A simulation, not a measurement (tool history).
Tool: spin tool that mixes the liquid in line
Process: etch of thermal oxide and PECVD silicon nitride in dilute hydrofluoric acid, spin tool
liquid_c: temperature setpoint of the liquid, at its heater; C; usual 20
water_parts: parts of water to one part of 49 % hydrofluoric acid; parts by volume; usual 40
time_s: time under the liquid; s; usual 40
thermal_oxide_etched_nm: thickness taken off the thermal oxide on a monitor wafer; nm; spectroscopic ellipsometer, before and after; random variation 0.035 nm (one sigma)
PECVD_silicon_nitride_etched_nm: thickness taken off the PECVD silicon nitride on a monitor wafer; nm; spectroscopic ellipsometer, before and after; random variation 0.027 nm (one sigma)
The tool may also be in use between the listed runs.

run,hour,liquid_c,water_parts,time_s,"read-back film thickness of the thermal oxide reference wafer, read on the same gauge (nm)","read-back film thickness of the PECVD silicon nitride reference wafer, read on the same gauge (nm)",thermal_oxide_etched_nm,PECVD_silicon_nitride_etched_nm
1,0,20,40,40,80.015,39.978,3.986,1.05
# hour 57.3: gauge calibrated
2,60.2,20,40,40,79.996,39.977,3.982,1.013
# hour 212.2: hydrofluoric acid flow meter replaced
3,226,20,40,40,79.931,39.991,3.948,1.042
4,387.8,20,40,40,80.026,40.016,3.949,1.056
5,414.7,20,40,40,79.97,40.022,3.933,1.034
6,465,20,40,40,80.063,40.031,3.932,1.008
7,522.1,20,40,40,80.023,40.002,3.969,1.069
8,584.7,17,40,40,80.047,39.984,3.42,0.85
9,622.2,22,20,40,80.022,40.005,8.602,2.364
10,690,17,30,60,79.997,39.974,6.961,1.614
11,754.9,20,40,40,79.972,40.003,3.887,1.054
12,819.4,20,30,40,80.015,40.016,5.221,1.376
# hour 835.7: hydrofluoric acid flow meter replaced
13,847.6,20,40,40,79.986,40.031,3.833,1.041
14,917,20,40,40,79.991,39.976,3.868,1.027
15,978,20,40,40,80.028,39.948,3.865,1.056
# hour 994.7: thermometer replaced
16,1011.7,20,40,40,80,40.001,4.156,1.181
17,1037.7,20,40,35,80.037,39.979,3.697,0.984
18,1066.1,20,40,40,79.984,40.012,4.13,1.173
19,1090.7,24.5,55,55,79.992,40.013,4.977,1.615
20,1122.6,20,40,60,79.978,39.975,6.231,1.679
21,1166.7,20,40,40,79.996,39.993,4.21,1.197
22,1194,24.5,25,55,79.98,40.012,11.328,3.384
23,1256.1,20,20,40,80.036,39.998,8.509,2.177
24,1302.5,23,55,15,80.006,39.993,1.259,0.39
25,1357.7,20,50,40,80.005,40.001,3.264,0.884

Run 26 comes next. What will it give?
26,1386.4,20,60,60,?,?,?,?

read-back film thickness of the thermal oxide reference wafer, read on the same gauge (nm): 79.931
read-back film thickness of the PECVD silicon nitride reference wafer, read on the same gauge (nm): 40.02
thermal_oxide_etched_nm: 4.037 nm
PECVD_silicon_nitride_etched_nm: 1.136 nm
Without the tool's hidden state the same run would have given thermal_oxide_etched_nm 4.132 nm, PECVD_silicon_nitride_etched_nm 1.18 nm.
